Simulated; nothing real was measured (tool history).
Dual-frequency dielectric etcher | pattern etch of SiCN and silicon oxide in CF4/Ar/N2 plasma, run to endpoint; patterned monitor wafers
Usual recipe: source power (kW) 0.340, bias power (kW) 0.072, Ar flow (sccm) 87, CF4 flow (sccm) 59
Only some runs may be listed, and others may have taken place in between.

| run | day | source power (kW) | bias power (kW) | Ar flow (sccm) | CF4 flow (sccm) | incoming incoming film thickness, nm | endpoint time (s) |
|---|---|---|---|---|---|---|---|
| 1 | 0.000 | 0.340 | 0.065 | 87 | 59 | 16.98 | 26.2 |
| 2 | 2.767 | 0.340 | 0.065 | 87 | 59 | 16.95 | 26.1 |
| 3 | 4.917 | 0.340 | 0.065 | 87 | 59 | 17.14 | 26.3 |
|  | 6.704 | wet clean of the chamber |
| 4 | 8.575 | 0.340 | 0.072 | 87 | 48 | 17.24 | 26.2 |
| 5 | 11.550 | 0.340 | 0.072 | 87 | 48 | 17.17 | 26.5 |
| 6 | 14.612 | 0.340 | 0.072 | 87 | 48 | 16.98 | 25.9 |
|  | 18.104 | upper electrode replaced |
| 7 | 18.458 | 0.340 | 0.072 | 87 | 59 | 17.13 | 25.2 |
| 8 | 22.033 | 0.270 | 0.080 | 87 | 59 | 17.13 | 28.8 |
|  | 24.438 | wet clean of the chamber |
| 9 | 30.821 | 0.340 | 0.077 | 87 | 59 | 16.94 | 24.3 |
|  | 32.788 | CF4 flow controller replaced |
| 10 | 33.342 | 0.370 | 0.072 | 87 | 59 | 17.09 | 23.6 |
|  | 33.571 | bias power generator calibrated |
| 11 | 35.679 | 0.340 | 0.072 | 87 | 63 | 17.11 | 24.8 |
|  | 39.962 | Ar flow controller replaced |
|  | 40.275 | wet clean of the chamber |
| 12 | 40.296 | 0.340 | 0.072 | 87 | 59 | 17.05 | 25.0 |
| 13 | 43.525 | 0.340 | 0.072 | 75 | 54 | 16.97 | 24.8 |
|  | 45.796 | source power generator calibrated |
| 14 | 54.404 | 0.320 | 0.072 | 71 | 51 | 17.00 | 26.2 |
| 15 | 57.892 | 0.340 | 0.083 | 87 | 47 | 17.30 | 25.0 |

Here are 4 independent what-if runs from the current tool condition. What would each one return?
| A | 57.908 | 0.340 | 0.072 | 87 | 59 | 17.10 | ? |
| B | 57.908 | 0.340 | 0.072 | 96 | 59 | 17.10 | ? |
| C | 57.908 | 0.400 | 0.086 | 67 | 50 | 17.10 | ? |
| D | 57.908 | 0.340 | 0.072 | 87 | 46 | 17.10 | ? |

| run | endpoint time (s) |
|---|---|
| A | 25.1 |
| B | 25.5 |
| C | 20.5 |
| D | 26.3 |
With no hidden state in the tool, these same runs would have given:
| run | endpoint time (s) |
|---|---|
| A | 25.1 |
| B | 25.5 |
| C | 20.5 |
| D | 26.3 |

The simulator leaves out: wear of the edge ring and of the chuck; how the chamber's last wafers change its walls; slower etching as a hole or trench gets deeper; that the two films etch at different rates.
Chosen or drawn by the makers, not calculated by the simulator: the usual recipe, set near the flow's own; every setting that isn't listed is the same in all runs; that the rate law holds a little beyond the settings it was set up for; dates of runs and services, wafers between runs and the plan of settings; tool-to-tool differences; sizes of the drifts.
